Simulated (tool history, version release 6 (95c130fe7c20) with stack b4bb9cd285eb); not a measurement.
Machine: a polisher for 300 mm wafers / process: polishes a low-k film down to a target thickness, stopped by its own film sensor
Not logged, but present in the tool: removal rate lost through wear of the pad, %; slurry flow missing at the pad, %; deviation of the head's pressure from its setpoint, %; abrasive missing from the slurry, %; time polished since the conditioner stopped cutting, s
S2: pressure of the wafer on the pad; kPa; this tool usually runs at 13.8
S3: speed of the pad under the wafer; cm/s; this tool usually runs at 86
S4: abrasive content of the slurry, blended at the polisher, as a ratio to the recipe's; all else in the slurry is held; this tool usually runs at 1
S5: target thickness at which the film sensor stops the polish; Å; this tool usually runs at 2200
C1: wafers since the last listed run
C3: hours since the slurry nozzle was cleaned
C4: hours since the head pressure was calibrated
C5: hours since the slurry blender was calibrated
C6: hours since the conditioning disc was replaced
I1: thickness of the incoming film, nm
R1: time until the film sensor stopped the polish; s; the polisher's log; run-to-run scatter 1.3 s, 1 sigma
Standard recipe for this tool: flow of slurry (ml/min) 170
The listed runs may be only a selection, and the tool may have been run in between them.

run 1 hour=0 | flow_of_slurry_(ml/min)=170 S2=13.8 S3=86 S4=1.15 S5=2200 | C1=0 wafers_polished_on_this_pad=299 C3=32.4 C4=1181.5 C5=254.8 C6=37.3 | I1=265.2 | R1=140.6
run 2 hour=13 | flow_of_slurry_(ml/min)=170 S2=13.8 S3=86 S4=1.15 S5=2200 | C1=109 wafers_polished_on_this_pad=409 C3=45.4 C4=1194.5 C5=267.8 C6=50.3 | I1=268.1 | R1=150
run 3 hour=21.5 | flow_of_slurry_(ml/min)=170 S2=13.8 S3=86 S4=1 S5=2200 | C1=71 wafers_polished_on_this_pad=481 C3=53.9 C4=1203 C5=276.3 C6=58.8 | I1=274.1 | R1=184.5
run 4 hour=33 | flow_of_slurry_(ml/min)=125 S2=13.8 S3=86 S4=1 S5=2080 | C1=97 wafers_polished_on_this_pad=578 C3=65.4 C4=1214.5 C5=287.8 C6=70.3 | I1=269.6 | R1=217.4
run 5 hour=39.1 | flow_of_slurry_(ml/min)=125 S2=13.8 S3=86 S4=1 S5=2080 | C1=51 wafers_polished_on_this_pad=630 C3=71.5 C4=1220.6 C5=293.9 C6=76.4 | I1=274.6 | R1=234.1
run 6 hour=46.1 | flow_of_slurry_(ml/min)=170 S2=13.8 S3=86 S4=1 S5=2200 | C1=59 wafers_polished_on_this_pad=689 C3=78.5 C4=1227.6 C5=300.9 C6=83.4 | I1=273.5 | R1=184.4
run 7 hour=55.7 | flow_of_slurry_(ml/min)=150 S2=13.8 S3=86 S4=1 S5=2280 | C1=81 wafers_polished_on_this_pad=770 C3=88.1 C4=1237.2 C5=310.5 C6=93 | I1=271.4 | R1=151.6
run 8 hour=68.7 | flow_of_slurry_(ml/min)=215 S2=13.8 S3=86 S4=0.7 S5=2200 | C1=109 wafers_polished_on_this_pad=880 C3=101.1 C4=1250.2 C5=323.5 C6=106 | I1=270.7 | R1=219.2
-- hour=73.5 conditioning disc replaced and pad reconditioned
run 9 hour=81.6 | flow_of_slurry_(ml/min)=170 S2=15.9 S3=104 S4=1 S5=2270 | C1=92 wafers_polished_on_this_pad=972 C3=114 C4=1263.1 C5=336.4 C6=8.1 | I1=270.6 | R1=116.4
run 10 hour=90.4 | flow_of_slurry_(ml/min)=170 S2=13.8 S3=86 S4=1 S5=2200 | C1=74 wafers_polished_on_this_pad=1046 C3=122.8 C4=1271.9 C5=345.2 C6=16.9 | I1=273.9 | R1=194.8
run 11 hour=104.1 | flow_of_slurry_(ml/min)=170 S2=13.8 S3=86 S4=0.95 S5=2200 | C1=115 wafers_polished_on_this_pad=1162 C3=136.5 C4=1285.6 C5=358.9 C6=30.6 | I1=265.6 | R1=172.7
-- hour=111.9 slurry blender recalibrated
run 12 hour=112.4 | flow_of_slurry_(ml/min)=200 S2=13.8 S3=86 S4=1 S5=2200 | C1=53 wafers_polished_on_this_pad=1215 C3=144.8 C4=1293.9 C5=0.5 C6=38.9 | I1=270.1 | R1=177.7
-- hour=116.7 worn pad replaced by a new one
run 13 hour=138.3 | flow_of_slurry_(ml/min)=230 S2=13.8 S3=86 S4=0.75 S5=2200 | C1=185 wafers_polished_on_this_pad=182 C3=170.7 C4=1319.8 C5=26.4 C6=64.8 | I1=270.3 | R1=193.8
-- hour=140.8 head pressure recalibrated
run 14 hour=149.1 | flow_of_slurry_(ml/min)=170 S2=11 S3=64 S4=1.15 S5=2200 | C1=74 wafers_polished_on_this_pad=256 C3=181.5 C4=8.3 C5=37.2 C6=75.6 | I1=270.4 | R1=246.8
-- hour=165.5 conditioning disc replaced and pad reconditioned
run 15 hour=166.2 | flow_of_slurry_(ml/min)=170 S2=13.8 S3=86 S4=1 S5=2200 | C1=127 wafers_polished_on_this_pad=384 C3=198.6 C4=25.4 C5=54.3 C6=0.7 | I1=271.7 | R1=174.8
run 16 hour=174.4 | flow_of_slurry_(ml/min)=135 S2=13.8 S3=86 S4=1 S5=2200 | C1=69 wafers_polished_on_this_pad=453 C3=206.8 C4=33.6 C5=62.5 C6=8.9 | I1=267.3 | R1=164.1
-- hour=177.5 slurry nozzle cleaned
run 17 hour=185.9 | flow_of_slurry_(ml/min)=170 S2=13.8 S3=86 S4=1 S5=2200 | C1=88 wafers_polished_on_this_pad=542 C3=8.4 C4=45.1 C5=74 C6=20.4 | I1=267.1 | R1=161.1
run 18 hour=200.1 | flow_of_slurry_(ml/min)=170 S2=13.8 S3=86 S4=0.9 S5=2150 | C1=120 wafers_polished_on_this_pad=662 C3=22.6 C4=59.3 C5=88.2 C6=34.6 | I1=272.5 | R1=213.9
run 19 hour=213.6 | flow_of_slurry_(ml/min)=170 S2=13.8 S3=86 S4=0.75 S5=2200 | C1=114 wafers_polished_on_this_pad=776 C3=36.1 C4=72.8 C5=101.7 C6=48.1 | I1=265.3 | R1=192.6
run 20 hour=228.3 | flow_of_slurry_(ml/min)=170 S2=12.4 S3=86 S4=1 S5=2200 | C1=124 wafers_polished_on_this_pad=900 C3=50.8 C4=87.5 C5=116.4 C6=62.8 | I1=268.9 | R1=192.7
-- hour=241.3 worn pad replaced by a new one
run 21 hour=245.3 | flow_of_slurry_(ml/min)=170 S2=13.8 S3=86 S4=1 S5=2200 | C1=109 wafers_polished_on_this_pad=34 C3=67.8 C4=104.5 C5=133.4 C6=79.8 | I1=272.8 | R1=173.3
run 22 hour=261.9 | flow_of_slurry_(ml/min)=135 S2=13.8 S3=76 S4=0.9 S5=2200 | C1=140 wafers_polished_on_this_pad=174 C3=84.4 C4=121.1 C5=150 C6=96.4 | I1=275.1 | R1=221.4
-- hour=265.7 conditioning disc replaced and pad reconditioned
run 23 hour=275.4 | flow_of_slurry_(ml/min)=215 S2=13.8 S3=86 S4=1 S5=2200 | C1=97 wafers_polished_on_this_pad=271 C3=97.9 C4=134.6 C5=163.5 C6=9.7 | I1=266.1 | R1=154.1
run 24 hour=284.7 | flow_of_slurry_(ml/min)=205 S2=12.4 S3=86 S4=0.9 S5=2200 | C1=78 wafers_polished_on_this_pad=350 C3=107.2 C4=143.9 C5=172.8 C6=19 | I1=270.5 | R1=198.2
run 25 hour=293.1 | flow_of_slurry_(ml/min)=170 S2=13.8 S3=86 S4=0.95 S5=2200 | C1=71 wafers_polished_on_this_pad=421 C3=115.6 C4=152.3 C5=181.2 C6=27.4 | I1=269.6 | R1=173.8
run 26 hour=299.3 | flow_of_slurry_(ml/min)=220 S2=13.8 S3=76 S4=1 S5=2030 | C1=52 wafers_polished_on_this_pad=473 C3=121.8 C4=158.5 C5=187.4 C6=33.6 | I1=267.4 | R1=235.5

Measured less the same run without the tool's hidden state. The same run-to-run variation is in both; the gauge's scatter may not be:
run=1 R1=+3.9
run=2 R1=+5.6
run=3 R1=+8.1
run=4 R1=+11.5
run=5 R1=+13.4
run=6 R1=+11.5
run=7 R1=+10.6
run=8 R1=+17.4
run=9 R1=+10.4
run=10 R1=+18.7
run=11 R1=+18.3
run=12 R1=+20
run=13 R1=+3.6
run=14 R1=+6.6
run=15 R1=+6.9
run=16 R1=+7.5
run=17 R1=+8.8
run=18 R1=+13.9
run=19 R1=+14.5
run=20 R1=+16.6
run=21 R1=+2.9
run=22 R1=+6.5
run=23 R1=+6.1
run=24 R1=+9.3
run=25 R1=+9.2
run=26 R1=+13.6

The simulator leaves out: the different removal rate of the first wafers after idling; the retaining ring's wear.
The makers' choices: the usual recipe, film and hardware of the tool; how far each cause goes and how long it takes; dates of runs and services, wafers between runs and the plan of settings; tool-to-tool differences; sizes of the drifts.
